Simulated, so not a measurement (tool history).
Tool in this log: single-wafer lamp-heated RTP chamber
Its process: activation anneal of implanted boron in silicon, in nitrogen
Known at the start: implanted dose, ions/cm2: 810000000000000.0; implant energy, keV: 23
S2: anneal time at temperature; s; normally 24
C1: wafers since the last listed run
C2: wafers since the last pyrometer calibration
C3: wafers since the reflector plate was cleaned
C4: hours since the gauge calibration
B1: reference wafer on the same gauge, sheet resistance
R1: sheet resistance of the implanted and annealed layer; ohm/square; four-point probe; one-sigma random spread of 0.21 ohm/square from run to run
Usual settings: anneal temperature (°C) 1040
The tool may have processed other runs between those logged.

{"run": 1, "hour": 0.0, "anneal temperature (°C)": 1051, "S2": 17, "C1": 0, "C2": 1310, "C3": 2875, "C4": 118.4, "B1": 129.73, "R1": 138.46}
{"run": 2, "hour": 8.0, "anneal temperature (°C)": 1051, "S2": 17, "C1": 94, "C2": 1404, "C3": 2969, "C4": 126.4, "B1": 129.71, "R1": 138.35}
{"run": 3, "hour": 15.8, "anneal temperature (°C)": 1051, "S2": 17, "C1": 91, "C2": 1496, "C3": 3061, "C4": 134.2, "B1": 129.68, "R1": 139.14}
{"run": 4, "hour": 25.6, "anneal temperature (°C)": 1040, "S2": 30, "C1": 115, "C2": 1611, "C3": 3176, "C4": 144, "B1": 129.61, "R1": 138.38}
{"run": 5, "hour": 32.4, "anneal temperature (°C)": 1040, "S2": 30, "C1": 79, "C2": 1691, "C3": 3256, "C4": 150.8, "B1": 129.58, "R1": 138.18}
{"run": 6, "hour": 46.4, "anneal temperature (°C)": 1040, "S2": 30, "C1": 164, "C2": 1855, "C3": 3420, "C4": 164.8, "B1": 129.56, "R1": 138.13}
{"run": 7, "hour": 58.8, "anneal temperature (°C)": 1040, "S2": 24, "C1": 145, "C2": 2001, "C3": 3566, "C4": 177.2, "B1": 129.41, "R1": 138.6}
{"run": 8, "hour": 74.3, "anneal temperature (°C)": 1040, "S2": 24, "C1": 182, "C2": 2183, "C3": 3748, "C4": 192.7, "B1": 129.29, "R1": 138.18}
{"run": 9, "hour": 87.5, "anneal temperature (°C)": 1040, "S2": 20, "C1": 155, "C2": 2338, "C3": 3903, "C4": 205.9, "B1": 129.18, "R1": 138.3}
{"run": 10, "hour": 103.5, "anneal temperature (°C)": 1040, "S2": 20, "C1": 188, "C2": 2526, "C3": 4091, "C4": 221.9, "B1": 129.04, "R1": 138.26}
{"run": 11, "hour": 116.5, "anneal temperature (°C)": 1040, "S2": 16, "C1": 152, "C2": 2679, "C3": 4244, "C4": 234.9, "B1": 128.96, "R1": 138.52}
{"run": 12, "hour": 131.5, "anneal temperature (°C)": 1052, "S2": 20, "C1": 176, "C2": 2855, "C3": 4420, "C4": 249.9, "B1": 128.77, "R1": 137.46}
{"hour": 139.7, "done": "pyrometer window cleaned and pyrometer calibrated"}
{"run": 13, "hour": 145.1, "anneal temperature (°C)": 1040, "S2": 24, "C1": 65, "C2": 63, "C3": 4486, "C4": 263.5, "B1": 128.72, "R1": 137.57}
{"hour": 160.4, "done": "gauge calibrated"}
{"run": 14, "hour": 162.8, "anneal temperature (°C)": 1040, "S2": 24, "C1": 207, "C2": 271, "C3": 4694, "C4": 2.4, "B1": 130.27, "R1": 139.56}
{"run": 15, "hour": 170.5, "anneal temperature (°C)": 1040, "S2": 24, "C1": 90, "C2": 362, "C3": 4785, "C4": 10.1, "B1": 130.24, "R1": 139.37}
{"run": 16, "hour": 185.7, "anneal temperature (°C)": 1056, "S2": 32, "C1": 178, "C2": 540, "C3": 4963, "C4": 25.3, "B1": 130.2, "R1": 138.52}
{"hour": 195.7, "done": "reflector plate cleaned"}
{"run": 17, "hour": 196.2, "anneal temperature (°C)": 1058, "S2": 18, "C1": 29, "C2": 570, "C3": 5, "C4": 35.8, "B1": 130.23, "R1": 138.47}
{"run": 18, "hour": 206.6, "anneal temperature (°C)": 1060, "S2": 34, "C1": 122, "C2": 692, "C3": 127, "C4": 46.2, "B1": 130.19, "R1": 137.58}
{"run": 19, "hour": 213.2, "anneal temperature (°C)": 1040, "S2": 30, "C1": 77, "C2": 770, "C3": 205, "C4": 52.8, "B1": 130.2, "R1": 138.77}
{"run": 20, "hour": 249.0, "anneal temperature (°C)": 1011, "S2": 16, "C1": 420, "C2": 1190, "C3": 626, "C4": 88.6, "B1": 130.1, "R1": 142.14}

Consider 5 possible next runs. They are alternatives, not a sequence: every one starts from the tool as it was left by run 20. What does each give?
{"run": "A", "hour": 249.4, "anneal temperature (°C)": 1061, "S2": 24, "C1": 4, "C2": 1195, "C3": 630, "C4": 89, "B1": "?", "R1": "?"}
{"run": "B", "hour": 249.4, "anneal temperature (°C)": 1022, "S2": 14, "C1": 4, "C2": 1195, "C3": 630, "C4": 89, "B1": "?", "R1": "?"}
{"run": "C", "hour": 249.4, "anneal temperature (°C)": 1069, "S2": 15, "C1": 4, "C2": 1195, "C3": 630, "C4": 89, "B1": "?", "R1": "?"}
{"run": "D", "hour": 249.4, "anneal temperature (°C)": 1056, "S2": 24, "C1": 4, "C2": 1195, "C3": 630, "C4": 89, "B1": "?", "R1": "?"}
{"run": "E", "hour": 249.4, "anneal temperature (°C)": 1040, "S2": 31, "C1": 4, "C2": 1195, "C3": 630, "C4": 89, "B1": "?", "R1": "?"}

run=A B1=130.06 R1=137.94
run=B B1=130.06 R1=140.66
run=C B1=130.06 R1=138.44
run=D B1=130.06 R1=138.1
run=E B1=130.06 R1=138.35
The same runs, with their run-to-run variation unchanged, on a tool lacking any hidden condition would have given:
run=A R1=137.86
run=B R1=140.58
run=C R1=138.36
run=D R1=138.02
run=E R1=138.27
